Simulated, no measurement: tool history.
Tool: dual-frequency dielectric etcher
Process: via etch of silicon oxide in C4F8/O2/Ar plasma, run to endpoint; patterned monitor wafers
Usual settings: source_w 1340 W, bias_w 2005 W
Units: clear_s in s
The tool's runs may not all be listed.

| run | hour | source_w | bias_w | wafers since the last listed run | hours since the last wet clean | hours since the last source power generator calibration | hours since the last bias power generator calibration | hours since the last upper electrode change | incoming incoming film thickness, nm | clear_s |
|---|---|---|---|---|---|---|---|---|---|---|
| 1 | 0.0 | 1610 | 2005 | 0 | 383.0 | 3373.0 | 2496.7 | 2443.4 | 1147.2 | 257.0 |
|  | 30.7 | wet clean of the chamber |
| 2 | 31.2 | 1340 | 2005 | 33 | 0.5 | 3404.2 | 2527.9 | 2474.6 | 1141.4 | 294.2 |
| 3 | 47.1 | 1340 | 2005 | 74 | 16.4 | 3420.1 | 2543.8 | 2490.5 | 1142.0 | 295.7 |
| 4 | 74.3 | 1340 | 2005 | 128 | 43.6 | 3447.3 | 2571.0 | 2517.7 | 1153.7 | 293.9 |
| 5 | 93.1 | 1340 | 2005 | 88 | 62.4 | 3466.1 | 2589.8 | 2536.5 | 1162.5 | 299.1 |
| 6 | 194.0 | 1340 | 2005 | 475 | 163.3 | 3567.0 | 2690.7 | 2637.4 | 1143.7 | 290.6 |
| 7 | 219.9 | 1340 | 2005 | 121 | 189.2 | 3592.9 | 2716.6 | 2663.3 | 1149.0 | 287.2 |
| 8 | 254.0 | 1340 | 2005 | 160 | 223.3 | 3627.0 | 2750.7 | 2697.4 | 1152.9 | 287.5 |
| 9 | 324.3 | 1560 | 1746 | 330 | 293.6 | 3697.3 | 2821.0 | 2767.7 | 1141.5 | 273.2 |
| 10 | 349.8 | 1560 | 1746 | 120 | 319.1 | 3722.8 | 2846.5 | 2793.2 | 1156.0 | 272.9 |
| 11 | 377.5 | 1340 | 2005 | 130 | 346.8 | 3750.5 | 2874.2 | 2820.9 | 1158.0 | 285.6 |
| 12 | 403.9 | 1340 | 2005 | 124 | 373.2 | 3776.9 | 2900.6 | 2847.3 | 1153.0 | 282.5 |
|  | 450.1 | wet clean of the chamber |
| 13 | 450.6 | 1340 | 2005 | 106 | 0.5 | 3823.6 | 2947.3 | 2894.0 | 1150.1 | 293.7 |
| 14 | 451.0 | 1340 | 2005 | 1 | 0.9 | 3824.0 | 2947.7 | 2894.4 | 1154.6 | 295.7 |
|  | 477.5 | bias power generator calibrated |
| 15 | 533.3 | 1160 | 2400 | 368 | 83.2 | 3906.3 | 55.8 | 2976.7 | 1158.7 | 303.6 |
| 16 | 556.2 | 1510 | 2467 | 107 | 106.1 | 3929.2 | 78.7 | 2999.6 | 1147.8 | 260.8 |
| 17 | 579.2 | 1340 | 1717 | 108 | 129.1 | 3952.2 | 101.7 | 3022.6 | 1158.4 | 305.8 |
|  | 626.2 | upper electrode replaced, of another model than before |
| 18 | 626.7 | 1430 | 2308 | 110 | 176.6 | 3999.7 | 149.2 | 0.5 | 1155.5 | 277.2 |
| 19 | 627.1 | 1190 | 2172 | 1 | 177.0 | 4000.1 | 149.6 | 0.9 | 1156.1 | 294.6 |
| 20 | 640.3 | 1510 | 2467 | 62 | 190.2 | 4013.3 | 162.8 | 14.1 | 1155.9 | 270.0 |
|  | 645.2 | source power generator calibrated |
| 21 | 657.0 | 1340 | 2005 | 59 | 206.9 | 11.8 | 179.5 | 30.8 | 1152.6 | 288.8 |
| 22 | 678.0 | 1340 | 2005 | 98 | 227.9 | 32.8 | 200.5 | 51.8 | 1139.5 | 282.1 |
| 23 | 699.4 | 1140 | 1706 | 100 | 249.3 | 54.2 | 221.9 | 73.2 | 1162.1 | 311.5 |
| 24 | 750.9 | 1580 | 2458 | 242 | 300.8 | 105.7 | 273.4 | 124.7 | 1158.6 | 263.3 |
| 25 | 784.9 | 1340 | 2005 | 160 | 334.8 | 139.7 | 307.4 | 158.7 | 1149.2 | 282.9 |
| 26 | 805.1 | 1340 | 2005 | 95 | 355.0 | 159.9 | 327.6 | 178.9 | 1150.8 | 284.2 |
| 27 | 822.4 | 1090 | 1837 | 81 | 372.3 | 177.2 | 344.9 | 196.2 | 1160.7 | 309.1 |
| 28 | 836.1 | 1340 | 2005 | 64 | 386.0 | 190.9 | 358.6 | 209.9 | 1156.8 | 284.6 |
|  | 869.3 | wet clean of the chamber |
| 29 | 869.8 | 1630 | 1676 | 45 | 0.5 | 224.6 | 392.3 | 243.6 | 1137.6 | 281.9 |

Hidden state or all else? Some run-to-run changes of clear_s, split into what the settings, what came in and random variation would give without the hidden state, and what is left for the hidden state (with any gauge scatter that isn't in both results):
The hidden state here: etch rate over this chamber's usual, %; source power that arrives over what is set, %; bias power that arrives over what is set, %.
Run 1 -> 2: source_w 1610 -> 1340, wet clean of the chamber. clear_s +37.2 s: hidden state +15.2, all else +22.0.
Run 16 -> 17: source_w 1510 -> 1340, bias_w 2467 -> 1717. clear_s +45.0 s: hidden state -1.7, all else +46.7.
Run 23 -> 24: source_w 1140 -> 1580, bias_w 1706 -> 2458. clear_s -48.2 s: hidden state -0.3, all else -47.9.
Run 28 -> 29: source_w 1340 -> 1630, bias_w 2005 -> 1676, wet clean of the chamber. clear_s -2.7 s: hidden state +15.5, all else -18.2.
